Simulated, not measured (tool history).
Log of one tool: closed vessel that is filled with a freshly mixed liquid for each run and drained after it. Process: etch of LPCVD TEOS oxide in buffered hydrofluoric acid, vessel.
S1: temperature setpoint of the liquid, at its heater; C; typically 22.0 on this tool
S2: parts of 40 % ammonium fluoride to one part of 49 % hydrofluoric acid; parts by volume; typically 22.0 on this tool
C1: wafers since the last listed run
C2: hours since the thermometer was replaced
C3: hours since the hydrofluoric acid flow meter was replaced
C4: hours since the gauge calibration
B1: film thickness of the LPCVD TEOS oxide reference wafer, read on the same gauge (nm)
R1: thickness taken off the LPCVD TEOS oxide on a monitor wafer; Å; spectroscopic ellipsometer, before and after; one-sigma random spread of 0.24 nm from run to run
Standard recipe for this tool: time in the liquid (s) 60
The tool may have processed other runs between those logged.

run 1 day=0.000 | S1=19.0 S2=22.0 time_in_the_liquid_(s)=75 | C1=0 C2=475.3 C3=826.3 C4=2219.2 | B1=29.98 | R1=503.8
run 2 day=4.200 | S1=22.0 S2=22.0 time_in_the_liquid_(s)=60 | C1=6274 C2=576.1 C3=927.1 C4=2320.0 | B1=29.99 | R1=475.9
run 3 day=8.117 | S1=22.0 S2=22.0 time_in_the_liquid_(s)=60 | C1=5851 C2=670.1 C3=1021.1 C4=2414.0 | B1=30.02 | R1=475.7
run 4 day=10.492 | S1=22.0 S2=22.0 time_in_the_liquid_(s)=60 | C1=3548 C2=727.1 C3=1078.1 C4=2471.0 | B1=30.03 | R1=472.6
run 5 day=14.208 | S1=22.0 S2=24.5 time_in_the_liquid_(s)=60 | C1=5552 C2=816.3 C3=1167.3 C4=2560.2 | B1=30.01 | R1=442.0
run 6 day=17.896 | S1=22.0 S2=24.5 time_in_the_liquid_(s)=60 | C1=5508 C2=904.8 C3=1255.8 C4=2648.7 | B1=30.01 | R1=439.1
-- day=25.200 thermometer replaced
run 7 day=29.083 | S1=22.0 S2=24.5 time_in_the_liquid_(s)=60 | C1=16651 C2=93.2 C3=1524.3 C4=2917.2 | B1=30.01 | R1=441.8
-- day=29.696 hydrofluoric acid flow meter replaced
run 8 day=32.371 | S1=24.5 S2=22.0 time_in_the_liquid_(s)=60 | C1=4849 C2=172.1 C3=64.2 C4=2996.1 | B1=30.02 | R1=555.7
run 9 day=37.254 | S1=24.5 S2=22.0 time_in_the_liquid_(s)=60 | C1=7295 C2=289.3 C3=181.4 C4=3113.3 | B1=29.99 | R1=552.2
run 10 day=41.300 | S1=22.0 S2=22.0 time_in_the_liquid_(s)=60 | C1=6044 C2=386.4 C3=278.5 C4=3210.4 | B1=29.99 | R1=483.3
run 11 day=43.171 | S1=22.0 S2=22.0 time_in_the_liquid_(s)=60 | C1=2794 C2=431.3 C3=323.4 C4=3255.3 | B1=29.99 | R1=478.3
run 12 day=45.433 | S1=22.0 S2=22.0 time_in_the_liquid_(s)=60 | C1=3380 C2=485.6 C3=377.7 C4=3309.6 | B1=29.97 | R1=485.2
run 13 day=48.475 | S1=22.0 S2=22.0 time_in_the_liquid_(s)=60 | C1=4544 C2=558.6 C3=450.7 C4=3382.6 | B1=30.00 | R1=483.3
run 14 day=50.092 | S1=22.0 S2=22.0 time_in_the_liquid_(s)=60 | C1=2415 C2=597.4 C3=489.5 C4=3421.4 | B1=29.99 | R1=482.3
-- day=51.725 gauge calibrated
run 15 day=52.012 | S1=22.0 S2=22.0 time_in_the_liquid_(s)=60 | C1=2869 C2=643.5 C3=535.6 C4=6.9 | B1=29.99 | R1=477.3
run 16 day=64.312 | S1=17.5 S2=13.0 time_in_the_liquid_(s)=60 | C1=18375 C2=938.7 C3=830.8 C4=302.1 | B1=30.01 | R1=603.0
-- day=65.642 thermometer replaced
run 17 day=67.746 | S1=22.0 S2=22.0 time_in_the_liquid_(s)=60 | C1=5066 C2=50.5 C3=913.2 C4=384.5 | B1=30.02 | R1=482.8
run 18 day=71.717 | S1=22.0 S2=22.0 time_in_the_liquid_(s)=75 | C1=5932 C2=145.8 C3=1008.5 C4=479.8 | B1=29.99 | R1=600.3
run 19 day=73.654 | S1=25.5 S2=26.0 time_in_the_liquid_(s)=60 | C1=2894 C2=192.3 C3=1055.0 C4=526.3 | B1=30.01 | R1=514.1
run 20 day=75.758 | S1=17.0 S2=16.5 time_in_the_liquid_(s)=35 | C1=3143 C2=242.8 C3=1105.5 C4=576.8 | B1=30.01 | R1=267.5
run 21 day=78.375 | S1=22.0 S2=14.0 time_in_the_liquid_(s)=60 | C1=3909 C2=305.6 C3=1168.3 C4=639.6 | B1=30.00 | R1=720.3
run 22 day=80.567 | S1=27.0 S2=18.0 time_in_the_liquid_(s)=45 | C1=3274 C2=358.2 C3=1220.9 C4=692.2 | B1=30.01 | R1=549.9
run 23 day=82.217 | S1=22.0 S2=22.0 time_in_the_liquid_(s)=60 | C1=2465 C2=397.8 C3=1260.5 C4=731.8 | B1=30.01 | R1=478.8
run 24 day=86.017 | S1=22.0 S2=22.0 time_in_the_liquid_(s)=90 | C1=5676 C2=489.0 C3=1351.7 C4=823.0 | B1=30.00 | R1=717.4
run 25 day=88.792 | S1=22.0 S2=22.0 time_in_the_liquid_(s)=60 | C1=4145 C2=555.6 C3=1418.3 C4=889.6 | B1=29.97 | R1=481.0
run 26 day=92.496 | S1=23.5 S2=29.0 time_in_the_liquid_(s)=95 | C1=5533 C2=644.5 C3=1507.2 C4=978.5 | B1=30.00 | R1=677.0
run 27 day=94.862 | S1=25.0 S2=18.0 time_in_the_liquid_(s)=60 | C1=3535 C2=701.3 C3=1564.0 C4=1035.3 | B1=30.02 | R1=657.1
-- day=99.033 hydrofluoric acid flow meter replaced
run 28 day=103.850 | S1=22.0 S2=22.0 time_in_the_liquid_(s)=60 | C1=13364 C2=917.0 C3=115.6 C4=1251.0 | B1=30.00 | R1=490.0
run 29 day=107.992 | S1=22.0 S2=22.0 time_in_the_liquid_(s)=60 | C1=6187 C2=1016.4 C3=215.0 C4=1350.4 | B1=30.01 | R1=486.3
run 30 day=111.683 | S1=22.0 S2=22.0 time_in_the_liquid_(s)=60 | C1=5515 C2=1105.0 C3=303.6 C4=1439.0 | B1=29.99 | R1=483.5
-- day=113.492 thermometer replaced
run 31 day=115.025 | S1=23.5 S2=29.0 time_in_the_liquid_(s)=95 | C1=4930 C2=36.8 C3=383.8 C4=1519.2 | B1=30.00 | R1=689.8
run 32 day=116.871 | S1=27.0 S2=22.0 time_in_the_liquid_(s)=35 | C1=2757 C2=81.1 C3=428.1 C4=1563.5 | B1=30.02 | R1=366.9
run 33 day=119.675 | S1=22.0 S2=30.0 time_in_the_liquid_(s)=75 | C1=4189 C2=148.4 C3=495.4 C4=1630.8 | B1=30.03 | R1=483.4

What if the next run were any one of these 4? Each begins from the tool's condition after run 33:
run A day=119.704 | S1=22.0 S2=22.0 time_in_the_liquid_(s)=60 | C1=43 C2=149.1 C3=496.1 C4=1631.5 | B1=? | R1=?
run B day=119.704 | S1=22.0 S2=14.5 time_in_the_liquid_(s)=95 | C1=43 C2=149.1 C3=496.1 C4=1631.5 | B1=? | R1=?
run C day=119.704 | S1=18.0 S2=18.5 time_in_the_liquid_(s)=35 | C1=43 C2=149.1 C3=496.1 C4=1631.5 | B1=? | R1=?
run D day=119.704 | S1=20.5 S2=22.0 time_in_the_liquid_(s)=85 | C1=43 C2=149.1 C3=496.1 C4=1631.5 | B1=? | R1=?

run=A B1=29.98 R1=482.2
run=B B1=29.98 R1=1115.9
run=C B1=29.98 R1=258.4
run=D B1=29.98 R1=628.4
Stripped of hidden state, with their random variation kept, the same runs would have yielded:
run=A R1=485.8
run=B R1=1127.6
run=C R1=261.1
run=D R1=633.0
